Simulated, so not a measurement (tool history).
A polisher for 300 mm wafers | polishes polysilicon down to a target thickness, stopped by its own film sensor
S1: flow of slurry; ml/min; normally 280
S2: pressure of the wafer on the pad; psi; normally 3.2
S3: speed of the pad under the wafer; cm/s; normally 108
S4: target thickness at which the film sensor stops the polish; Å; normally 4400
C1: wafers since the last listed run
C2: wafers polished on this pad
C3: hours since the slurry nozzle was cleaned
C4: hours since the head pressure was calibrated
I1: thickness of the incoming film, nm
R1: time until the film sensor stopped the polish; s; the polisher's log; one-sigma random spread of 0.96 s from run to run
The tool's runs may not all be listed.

run 1 hour=0 | S1=300 S2=3.2 S3=108 S4=4400 | C1=0 C2=620 C3=235 C4=962.1 | I1=996.5 | R1=59.7
run 2 hour=34.6 | S1=210 S2=3.2 S3=108 S4=4400 | C1=543 C2=1164 C3=269.6 C4=996.7 | I1=1027.3 | R1=66
run 3 hour=64.3 | S1=280 S2=3.2 S3=108 S4=4400 | C1=466 C2=1630 C3=299.3 C4=1026.4 | I1=1004.8 | R1=62.6
-- hour=87.4 worn pad replaced by a new one
run 4 hour=92.9 | S1=280 S2=3.2 S3=108 S4=4400 | C1=386 C2=85 C3=327.9 C4=1055 | I1=1012 | R1=59.3
run 5 hour=125.7 | S1=280 S2=3.2 S3=108 S4=4400 | C1=515 C2=600 C3=360.7 C4=1087.8 | I1=1007.7 | R1=61.2
run 6 hour=138.2 | S1=280 S2=3.2 S3=108 S4=4400 | C1=196 C2=797 C3=373.2 C4=1100.3 | I1=1000.7 | R1=60.9
run 7 hour=170 | S1=280 S2=3.2 S3=108 S4=4400 | C1=499 C2=1296 C3=405 C4=1132.1 | I1=998.1 | R1=61.2
run 8 hour=225.9 | S1=280 S2=3.2 S3=108 S4=4400 | C1=877 C2=2174 C3=460.9 C4=1188 | I1=1016.4 | R1=64.6
-- hour=241.9 worn pad replaced by a new one
run 9 hour=252.4 | S1=280 S2=3.2 S3=108 S4=4400 | C1=353 C2=164 C3=487.4 C4=1214.5 | I1=998.5 | R1=65.2
run 10 hour=272.8 | S1=280 S2=3.2 S3=108 S4=4400 | C1=320 C2=484 C3=507.8 C4=1234.9 | I1=1006.5 | R1=69
run 11 hour=322.7 | S1=280 S2=3.2 S3=108 S4=4400 | C1=783 C2=1268 C3=557.7 C4=1284.8 | I1=998.6 | R1=68.1
-- hour=352.3 worn pad replaced by a new one, repeated, since the last time left the tool worse
run 12 hour=352.8 | S1=280 S2=3.2 S3=108 S4=4400 | C1=409 C2=7 C3=587.8 C4=1314.9 | I1=1030.7 | R1=61.4
run 13 hour=377.6 | S1=340 S2=3.2 S3=88 S4=4400 | C1=389 C2=396 C3=612.6 C4=1339.7 | I1=1007.1 | R1=70.3
run 14 hour=410.2 | S1=280 S2=3.2 S3=108 S4=4400 | C1=511 C2=908 C3=645.2 C4=1372.3 | I1=1017.6 | R1=64.5
run 15 hour=424.4 | S1=280 S2=3.5 S3=76 S4=4400 | C1=223 C2=1131 C3=659.4 C4=1386.5 | I1=1008.1 | R1=77.1
run 16 hour=444 | S1=280 S2=3.2 S3=136 S4=3110 | C1=307 C2=1439 C3=679 C4=1406.1 | I1=1004.6 | R1=63.5
run 17 hour=456.6 | S1=240 S2=3.2 S3=108 S4=4400 | C1=197 C2=1637 C3=691.6 C4=1418.7 | I1=1013.2 | R1=65.4
-- hour=467.2 head pressure recalibrated
-- hour=486.3 worn pad replaced by a new one
run 18 hour=491.4 | S1=180 S2=3.7 S3=118 S4=4960 | C1=452 C2=80 C3=726.4 C4=24.2 | I1=1026.1 | R1=50.7
run 19 hour=525.1 | S1=360 S2=3.2 S3=72 S4=4400 | C1=529 C2=609 C3=760.1 C4=57.9 | I1=1014 | R1=83.1
-- hour=530.3 slurry nozzle cleaned
run 20 hour=544.3 | S1=280 S2=3.2 S3=108 S4=2620 | C1=285 C2=895 C3=14 C4=77.1 | I1=1010.7 | R1=81.2
run 21 hour=564.3 | S1=280 S2=4.1 S3=138 S4=2570 | C1=314 C2=1209 C3=34 C4=97.1 | I1=1010.2 | R1=58.5
run 22 hour=588.3 | S1=280 S2=3.2 S3=108 S4=2620 | C1=376 C2=1586 C3=58 C4=121.1 | I1=1015.6 | R1=81.3
run 23 hour=611.1 | S1=280 S2=2.4 S3=142 S4=4400 | C1=358 C2=1944 C3=80.8 C4=143.9 | I1=995.2 | R1=59.4
run 24 hour=646 | S1=215 S2=3.2 S3=120 S4=5480 | C1=548 C2=2492 C3=115.7 C4=178.8 | I1=995.8 | R1=45.4
-- hour=654.1 worn pad replaced by a new one
run 25 hour=679.2 | S1=280 S2=3.2 S3=132 S4=4400 | C1=458 C2=394 C3=148.9 C4=212 | I1=1011.2 | R1=54
run 26 hour=706.5 | S1=280 S2=3.8 S3=142 S4=2640 | C1=428 C2=823 C3=176.2 C4=239.3 | I1=1004.7 | R1=58.4
run 27 hour=729.3 | S1=280 S2=4 S3=108 S4=4400 | C1=358 C2=1181 C3=199 C4=262.1 | I1=1001.3 | R1=53.4
run 28 hour=746.7 | S1=215 S2=3.2 S3=120 S4=5480 | C1=273 C2=1454 C3=216.4 C4=279.5 | I1=1015.8 | R1=48.6

Alternative continuations, all from the tool just after run 28; predict every row:
run A hour=747.1 | S1=280 S2=3.2 S3=92 S4=4400 | C1=6 C2=1460 C3=216.8 C4=279.9 | I1=1010.9 | R1=?
run B hour=747.1 | S1=215 S2=2.9 S3=108 S4=4400 | C1=6 C2=1460 C3=216.8 C4=279.9 | I1=1010.9 | R1=?
run C hour=747.1 | S1=280 S2=3.7 S3=142 S4=5620 | C1=6 C2=1460 C3=216.8 C4=279.9 | I1=1010.9 | R1=?

run=A R1=72.6
run=B R1=70.5
run=C R1=36.2
With no hidden state in the tool, these same runs would have given:
run=A R1=68.7
run=B R1=66.7
run=C R1=34.3

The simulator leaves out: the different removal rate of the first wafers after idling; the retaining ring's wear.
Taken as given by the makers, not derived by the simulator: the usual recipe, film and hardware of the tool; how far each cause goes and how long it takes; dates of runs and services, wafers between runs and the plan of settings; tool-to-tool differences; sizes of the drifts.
